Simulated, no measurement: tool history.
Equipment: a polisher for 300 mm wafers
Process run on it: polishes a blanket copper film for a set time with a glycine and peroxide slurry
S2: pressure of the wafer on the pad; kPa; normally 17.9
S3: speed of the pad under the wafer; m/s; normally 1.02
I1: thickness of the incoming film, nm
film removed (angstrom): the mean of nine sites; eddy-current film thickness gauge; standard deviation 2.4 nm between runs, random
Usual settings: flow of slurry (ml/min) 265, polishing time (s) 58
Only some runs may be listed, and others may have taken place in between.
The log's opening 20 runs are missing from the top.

Run 21, day 64.879: usual settings; I1 1662. Result: film removed (angstrom) 3267.
Run 22, day 69.279: usual settings but S2 15.9 kPa; I1 1674.9. Result: film removed (angstrom) 3098.
At day 72.396: head pressure recalibrated.
Run 23, day 72.65: usual settings; I1 1664.7. Result: film removed (angstrom) 3121.
Run 24, day 76.542: usual settings but S2 20.7 kPa, S3 0.84 m/s; I1 1672.2. Result: film removed (angstrom) 2982.
At day 78.292: slurry nozzle cleaned.
Run 25, day 79.988: usual settings but flow of slurry (ml/min) 240, S2 22.8 kPa, S3 0.84 m/s, polishing time (s) 43; I1 1692.6. Result: film removed (angstrom) 2338.
At day 80.442: worn pad replaced by a new one.
Run 26, day 82.133: usual settings; I1 1695.5. Result: film removed (angstrom) 3268.
Run 27, day 84.388: usual settings but S2 24.1 kPa; I1 1671. Result: film removed (angstrom) 3931.
Run 28, day 87.446: usual settings but flow of slurry (ml/min) 235; I1 1695.6. Result: film removed (angstrom) 3207.
Run 29, day 91.779: usual settings but S2 21.4 kPa, S3 1.2 m/s, polishing time (s) 67; I1 1665.3. Result: film removed (angstrom) 4902.
Run 30, day 93.617: usual settings but S2 13.8 kPa; I1 1717.2. Result: film removed (angstrom) 2847.
Run 31, day 97.308: usual settings but flow of slurry (ml/min) 215; I1 1658.8. Result: film removed (angstrom) 3194.
Run 32, day 100.404: usual settings but flow of slurry (ml/min) 235, S2 24.1 kPa, S3 1.3 m/s, polishing time (s) 39; I1 1673.5. Result: film removed (angstrom) 3252.
At day 101.096: head pressure recalibrated.
At day 102.929: slurry nozzle cleaned.
Run 33, day 103.696: usual settings; I1 1678.1. Result: film removed (angstrom) 3095.
At day 106.429: worn pad replaced by a new one.
Run 34, day 108.033: usual settings but S3 1.24 m/s; I1 1692.9. Result: film removed (angstrom) 3784.
Run 35, day 110.333: usual settings but flow of slurry (ml/min) 340, polishing time (s) 48; I1 1705. Result: film removed (angstrom) 2698.

Forecast each of these 5 alternatives for the next run:
Run A, day 110.35: usual settings but S2 13.1 kPa; I1 1680.3. Result: film removed (angstrom) ?.
Run B, day 110.35: usual settings but flow of slurry (ml/min) 300, S2 22.8 kPa, S3 1.3 m/s; I1 1680.3. Result: film removed (angstrom) ?.
Run C, day 110.35: usual settings but flow of slurry (ml/min) 205, polishing time (s) 44; I1 1680.3. Result: film removed (angstrom) ?.
Run D, day 110.35: usual settings but flow of slurry (ml/min) 230, S2 20 kPa, S3 1.16 m/s, polishing time (s) 46; I1 1680.3. Result: film removed (angstrom) ?.
Run E, day 110.35: usual settings but flow of slurry (ml/min) 305, S2 20 kPa; I1 1680.3. Result: film removed (angstrom) ?.

run  film removed (angstrom)
  A                     2686
  B                     4595
  C                     2351
  D                     2961
  E                     3454
What these runs would have given with no unlogged condition in the tool:
run  film removed (angstrom)
  A                     2574
  B                     4382
  C                     2249
  D                     2828
  E                     3301
